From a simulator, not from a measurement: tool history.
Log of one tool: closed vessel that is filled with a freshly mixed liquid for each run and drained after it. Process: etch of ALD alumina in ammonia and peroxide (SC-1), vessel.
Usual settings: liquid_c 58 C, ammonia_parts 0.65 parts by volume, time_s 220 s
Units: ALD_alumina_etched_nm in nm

| run | hour | liquid_c | ammonia_parts | time_s | wafers since the last listed run | hours since the thermometer was replaced | hours since the ammonia flow meter was replaced | hours since the drum of ammonia solution was connected | hours since the gauge calibration | read-back film thickness of the ALD alumina reference wafer, read on the same gauge (nm) | ALD_alumina_etched_nm |
|---|---|---|---|---|---|---|---|---|---|---|---|
| 1 | 0 | 58 | 0.55 | 220 | 0 | 701.3 | 302.7 | 622.5 | 297.1 | 140.03 | 13.57 |
| 2 | 34.2 | 58 | 0.55 | 220 | 4043 | 735.5 | 336.9 | 656.7 | 331.3 | 140 | 13.65 |
| 3 | 139 | 58 | 0.65 | 280 | 12392 | 840.3 | 441.7 | 761.5 | 436.1 | 140 | 17.57 |
| 4 | 165 | 58 | 0.65 | 280 | 3074 | 866.3 | 467.7 | 787.5 | 462.1 | 139.99 | 17.5 |
| 5 | 188.1 | 58 | 0.65 | 280 | 2731 | 889.4 | 490.8 | 810.6 | 485.2 | 139.99 | 17.56 |
| 6 | 222.1 | 58 | 0.65 | 220 | 4020 | 923.4 | 524.8 | 844.6 | 519.2 | 139.98 | 13.81 |
| 7 | 242.4 | 58 | 0.65 | 220 | 2400 | 943.7 | 545.1 | 864.9 | 539.5 | 139.99 | 13.85 |
|  | 243.6 | new drum of ammonia solution connected |
| 8 | 266.8 | 58 | 0.65 | 185 | 2766 | 968.1 | 569.5 | 23.2 | 563.9 | 140.01 | 11.49 |
| 9 | 286 | 58 | 0.65 | 185 | 2270 | 987.3 | 588.7 | 42.4 | 583.1 | 140 | 11.5 |
| 10 | 299.4 | 58 | 0.65 | 185 | 1584 | 1000.7 | 602.1 | 55.8 | 596.5 | 139.99 | 11.47 |
| 11 | 330.5 | 58 | 0.65 | 260 | 3677 | 1031.8 | 633.2 | 86.9 | 627.6 | 140 | 16.15 |
| 12 | 360.5 | 58 | 0.65 | 220 | 3547 | 1061.8 | 663.2 | 116.9 | 657.6 | 140 | 13.68 |
| 13 | 377.9 | 58 | 0.55 | 110 | 2057 | 1079.2 | 680.6 | 134.3 | 675 | 140 | 6.72 |
| 14 | 397.4 | 52.5 | 0.35 | 125 | 2305 | 1098.7 | 700.1 | 153.8 | 694.5 | 140 | 5.47 |
|  | 425.5 | new drum of ammonia solution connected, repeated, since the last time left the tool worse |
| 15 | 426.5 | 52.5 | 0.75 | 120 | 3322 | 1127.8 | 729.2 | 1 | 723.6 | 139.96 | 5.75 |
| 16 | 442.9 | 58 | 0.65 | 220 | 1939 | 1144.2 | 745.6 | 17.4 | 740 | 140 | 13.79 |
| 17 | 463.5 | 58 | 0.5 | 145 | 2435 | 1164.8 | 766.2 | 38 | 760.6 | 140 | 8.95 |
| 18 | 489.9 | 49.5 | 0.4 | 265 | 3121 | 1191.2 | 792.6 | 64.4 | 787 | 139.98 | 10.14 |
| 19 | 522.8 | 66 | 0.65 | 315 | 3890 | 1224.1 | 825.5 | 97.3 | 819.9 | 140.02 | 29.66 |
| 20 | 538.3 | 58 | 0.4 | 145 | 1832 | 1239.6 | 841 | 112.8 | 835.4 | 139.97 | 8.72 |
|  | 540.9 | gauge calibrated |
|  | 553.2 | ammonia flow meter replaced |
| 21 | 555.9 | 65.5 | 0.55 | 105 | 1962 | 1257.2 | 2.7 | 130.4 | 15 | 140 | 9.49 |
|  | 571.6 | thermometer replaced |
| 22 | 576.5 | 67 | 0.85 | 315 | 2317 | 4.9 | 23.3 | 151 | 35.6 | 140.01 | 32.07 |
| 23 | 594.1 | 64.5 | 0.4 | 220 | 2081 | 22.5 | 40.9 | 168.6 | 53.2 | 140.01 | 18.42 |
| 24 | 629.8 | 52.5 | 0.55 | 275 | 4221 | 58.2 | 76.6 | 204.3 | 88.9 | 139.98 | 12.76 |
| 25 | 665.3 | 61.5 | 0.65 | 335 | 4197 | 93.7 | 112.1 | 239.8 | 124.4 | 140.01 | 25.18 |
| 26 | 684.1 | 58 | 0.65 | 220 | 2223 | 112.5 | 130.9 | 258.6 | 143.2 | 139.99 | 13.81 |
| 27 | 716.9 | 58 | 0.65 | 220 | 3878 | 145.3 | 163.7 | 291.4 | 176 | 140.02 | 13.8 |
| 28 | 748.6 | 58 | 0.45 | 180 | 3748 | 177 | 195.4 | 323.1 | 207.7 | 140 | 10.95 |
| 29 | 771.5 | 58 | 0.65 | 220 | 2707 | 199.9 | 218.3 | 346 | 230.6 | 140 | 13.73 |
| 30 | 805.7 | 52.5 | 0.35 | 125 | 4043 | 234.1 | 252.5 | 380.2 | 264.8 | 139.99 | 5.53 |

Hidden state or all else? Some run-to-run changes of ALD_alumina_etched_nm, split into what the settings, what came in and random variation would give without the hidden state, and what is left for the hidden state (with any gauge scatter that isn't in both results):
The hidden state here: liquid hotter than its thermometer reads (K); ammonia flow above the setpoint (%); ammonia solution weaker than its label (%); gauge reads high (%).
Run 10 -> 11: time_s 185 -> 260. ALD_alumina_etched_nm +4.68 nm: hidden state -0.08, all else +4.76.
Run 12 -> 13: ammonia_parts 0.65 -> 0.55, time_s 220 -> 110. ALD_alumina_etched_nm -6.96 nm: hidden state +0.11, all else -7.07.
Run 14 -> 15: ammonia_parts 0.35 -> 0.75, time_s 125 -> 120, new drum of ammonia solution connected, repeated, since the last time left the tool worse. ALD_alumina_etched_nm +0.28 nm: hidden state +0.09, all else +0.19.
Run 18 -> 19: liquid_c 49.5 -> 66, ammonia_parts 0.4 -> 0.65, time_s 265 -> 315. ALD_alumina_etched_nm +19.52 nm: hidden state -0.04, all else +19.56.
Run 19 -> 20: liquid_c 66 -> 58, ammonia_parts 0.65 -> 0.4, time_s 315 -> 145. ALD_alumina_etched_nm -20.94 nm: hidden state +0.03, all else -20.97.
Run 21 -> 22: liquid_c 65.5 -> 67, ammonia_parts 0.55 -> 0.85, time_s 105 -> 315, thermometer replaced. ALD_alumina_etched_nm +22.58 nm: hidden state -0.06, all else +22.64.

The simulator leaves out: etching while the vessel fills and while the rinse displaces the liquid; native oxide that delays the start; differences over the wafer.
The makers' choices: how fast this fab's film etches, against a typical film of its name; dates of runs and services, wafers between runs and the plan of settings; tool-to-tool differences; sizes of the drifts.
